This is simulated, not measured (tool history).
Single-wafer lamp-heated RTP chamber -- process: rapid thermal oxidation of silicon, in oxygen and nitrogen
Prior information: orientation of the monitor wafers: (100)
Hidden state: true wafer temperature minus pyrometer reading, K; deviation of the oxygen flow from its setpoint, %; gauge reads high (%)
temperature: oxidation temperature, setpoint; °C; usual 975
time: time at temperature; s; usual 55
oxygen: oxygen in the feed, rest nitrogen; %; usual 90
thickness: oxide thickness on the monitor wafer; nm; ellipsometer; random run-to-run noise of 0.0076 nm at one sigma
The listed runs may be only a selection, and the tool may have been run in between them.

run,day,temperature,time,oxygen,wafers since the last listed run,wafers since the last pyrometer calibration,hours since the oxygen flow controller was replaced,hours since the gauge calibration,"read-back reference wafer on the same gauge, thickness",thickness
1,0.000,975,75,98,0,1907,5710.4,173.9,4.271,6.079
2,0.283,975,75,98,29,1937,5717.2,180.7,4.270,6.071
3,1.483,964,55,82,124,2062,5746.0,209.5,4.271,4.643
4,2.104,975,55,76,64,2126,5760.9,224.4,4.268,4.914
5,2.754,975,55,76,67,2194,5776.5,240.0,4.270,4.908
6,3.338,975,55,98,60,2254,5790.5,254.0,4.266,5.345
7,3.817,975,55,98,49,2304,5802.0,265.5,4.269,5.362
8,4.204,975,55,98,40,2344,5811.3,274.8,4.272,5.358
9,4.712,975,41,90,52,2397,5823.5,287.0,4.268,4.618
10,5.183,975,55,90,48,2446,5834.8,298.3,4.270,5.216
11,5.442,975,55,90,26,2473,5841.0,304.5,4.271,5.223
12,5.729,975,55,90,29,2503,5847.9,311.4,4.272,5.239
13,6.312,975,55,90,60,2564,5861.9,325.4,4.271,5.234
# day 6.821: pyrometer window cleaned and pyrometer calibrated
14,6.842,975,55,90,20,1,5874.6,338.1,4.269,5.088
15,7.333,975,55,90,51,53,5886.4,349.9,4.269,5.107
# day 7.621: gauge calibrated
16,7.625,975,55,90,30,83,5893.4,0.1,4.266,5.103
17,8.338,975,73,90,74,157,5910.5,17.2,4.270,5.756
# day 9.146: oxygen flow controller replaced
18,9.167,956,55,90,51,209,0.5,37.1,4.270,4.475
19,9.567,992,30,98,41,250,10.1,46.7,4.269,4.616
20,10.154,975,75,98,61,311,24.2,60.8,4.273,5.992
21,10.425,990,41,90,28,339,30.7,67.3,4.270,5.026
22,10.992,975,55,90,58,398,44.3,80.9,4.268,5.104
23,11.354,955,67,64,37,436,53.0,89.6,4.271,4.323
24,11.667,975,75,98,32,468,60.5,97.1,4.270,6.004
25,11.929,975,81,67,27,496,66.8,103.4,4.269,5.451
26,12.488,957,55,90,58,554,80.2,116.8,4.267,4.502
27,13.104,975,55,90,64,618,95.0,131.6,4.268,5.114
28,13.462,975,32,90,37,655,103.6,140.2,4.269,4.113
29,13.838,975,55,90,38,694,112.6,149.2,4.271,5.105
30,14.408,953,55,90,59,754,126.3,162.9,4.271,4.377
31,14.742,975,55,90,34,788,134.3,170.9,4.272,5.108
32,15.029,987,55,75,29,818,141.2,177.8,4.271,5.237

Forecast each of these 5 alternatives for the next run:
A,15.050,975,55,90,2,820,141.7,178.3,?,?
B,15.050,992,40,78,2,820,141.7,178.3,?,?
C,15.050,967,32,98,2,820,141.7,178.3,?,?
D,15.050,948,55,75,2,820,141.7,178.3,?,?
E,15.050,997,55,90,2,820,141.7,178.3,?,?

run,"read-back reference wafer on the same gauge, thickness",thickness
A,4.273,5.120
B,4.273,4.828
C,4.273,4.009
D,4.273,4.019
E,4.273,6.004
Take away the tool's hidden state, keep each run's random variation, and the runs would have read:
run,thickness
A,5.076
B,4.787
C,3.978
D,3.988
E,5.952
